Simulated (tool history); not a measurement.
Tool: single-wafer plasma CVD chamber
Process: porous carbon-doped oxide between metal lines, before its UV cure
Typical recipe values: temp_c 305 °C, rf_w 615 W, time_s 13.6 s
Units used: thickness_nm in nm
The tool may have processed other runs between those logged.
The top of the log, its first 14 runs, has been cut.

| run | hour | temp_c | rf_w | time_s | wafers since the last listed run | hours since the last thermocouple change | hours since the last RF generator calibration | hours since the showerhead was replaced | hours since the gauge calibration | read-back reference wafer on the same gauge, thickness_nm | thickness_nm |
|---|---|---|---|---|---|---|---|---|---|---|---|
| 15 | 1072.5 | 295 | 615 | 13.6 | 2399 | 640.3 | 608.2 | 821.6 | 734 | 73.28 | 87.211 |
| 16 | 1112.9 | 305 | 615 | 13.6 | 1473 | 680.7 | 648.6 | 862 | 774.4 | 73.281 | 81.203 |
| 17 | 1209.9 | 305 | 520 | 13.6 | 3537 | 777.7 | 745.6 | 959 | 871.4 | 73.252 | 73.146 |
| 18 | 1314.7 | 313 | 545 | 15.5 | 3821 | 882.5 | 850.4 | 1063.8 | 976.2 | 73.274 | 81.598 |
| 19 | 1359 | 305 | 615 | 13.6 | 1615 | 926.8 | 894.7 | 1108.1 | 1020.5 | 73.301 | 82.157 |
| 20 | 1433.8 | 319 | 570 | 15.7 | 2727 | 1001.6 | 969.5 | 1182.9 | 1095.3 | 73.311 | 82.096 |
| 21 | 1505.8 | 305 | 710 | 13.6 | 2625 | 1073.6 | 1041.5 | 1254.9 | 1167.3 | 73.32 | 90.417 |
| 22 | 1598.8 | 305 | 615 | 13.6 | 3391 | 1166.6 | 1134.5 | 1347.9 | 1260.3 | 73.259 | 82.425 |
| 23 | 1654.2 | 295 | 710 | 11.5 | 2020 | 1222 | 1189.9 | 1403.3 | 1315.7 | 73.327 | 82.553 |
| 24 | 1729.5 | 312 | 570 | 15.1 | 2745 | 1297.3 | 1265.2 | 1478.6 | 1391 | 73.297 | 83.108 |
| 25 | 1769.1 | 305 | 545 | 15.9 | 1444 | 1336.9 | 1304.8 | 1518.2 | 1430.6 | 73.281 | 88.464 |
| 26 | 1849.5 | 305 | 615 | 11 | 2931 | 1417.3 | 1385.2 | 1598.6 | 1511 | 73.298 | 67.01 |
|  | 1862.6 | RF generator calibrated |
| 27 | 2041.8 | 317 | 720 | 13.6 | 6720 | 1609.6 | 179.2 | 1790.9 | 1703.3 | 73.278 | 85.559 |
| 28 | 2146.6 | 293 | 675 | 12.7 | 3821 | 1714.4 | 284 | 1895.7 | 1808.1 | 73.297 | 90.09 |
|  | 2172.6 | gauge calibrated |
| 29 | 2215 | 305 | 615 | 13.6 | 2494 | 1782.8 | 352.4 | 1964.1 | 42.4 | 73.288 | 83.04 |
| 30 | 2300.7 | 305 | 695 | 13.6 | 3125 | 1868.5 | 438.1 | 2049.8 | 128.1 | 73.299 | 89.884 |
| 31 | 2538.2 | 317 | 685 | 12.8 | 8660 | 2106 | 675.6 | 2287.3 | 365.6 | 73.333 | 78.604 |
| 32 | 2612.6 | 305 | 615 | 13.6 | 2713 | 2180.4 | 750 | 2361.7 | 440 | 73.265 | 83.226 |
| 33 | 2701.7 | 305 | 615 | 13.6 | 3249 | 2269.5 | 839.1 | 2450.8 | 529.1 | 73.31 | 84.008 |
|  | 2768.5 | thermocouple changed; heater temperature recalibrated |
| 34 | 2784.9 | 293 | 615 | 11.9 | 2742 | 16.4 | 922.3 | 2534 | 612.3 | 73.339 | 77.609 |
| 35 | 2845.1 | 305 | 540 | 13.6 | 2195 | 76.6 | 982.5 | 2594.2 | 672.5 | 73.261 | 74.724 |

Alternative continuations, all from the tool just after run 35; predict every row:
| A | 2845.5 | 305 | 615 | 10.9 | 14 | 77 | 982.9 | 2594.6 | 672.9 | ? | ? |
| B | 2845.5 | 310 | 575 | 13.6 | 14 | 77 | 982.9 | 2594.6 | 672.9 | ? | ? |
| C | 2845.5 | 315 | 725 | 12.7 | 14 | 77 | 982.9 | 2594.6 | 672.9 | ? | ? |

| run | read-back reference wafer on the same gauge, thickness_nm | thickness_nm |
|---|---|---|
| A | 73.246 | 65.769 |
| B | 73.246 | 75.475 |
| C | 73.246 | 79.883 |
Without the tool's hidden state the same runs would have given:
| run | thickness_nm |
|---|---|
| A | 65.501 |
| B | 75.182 |
| C | 79.579 |
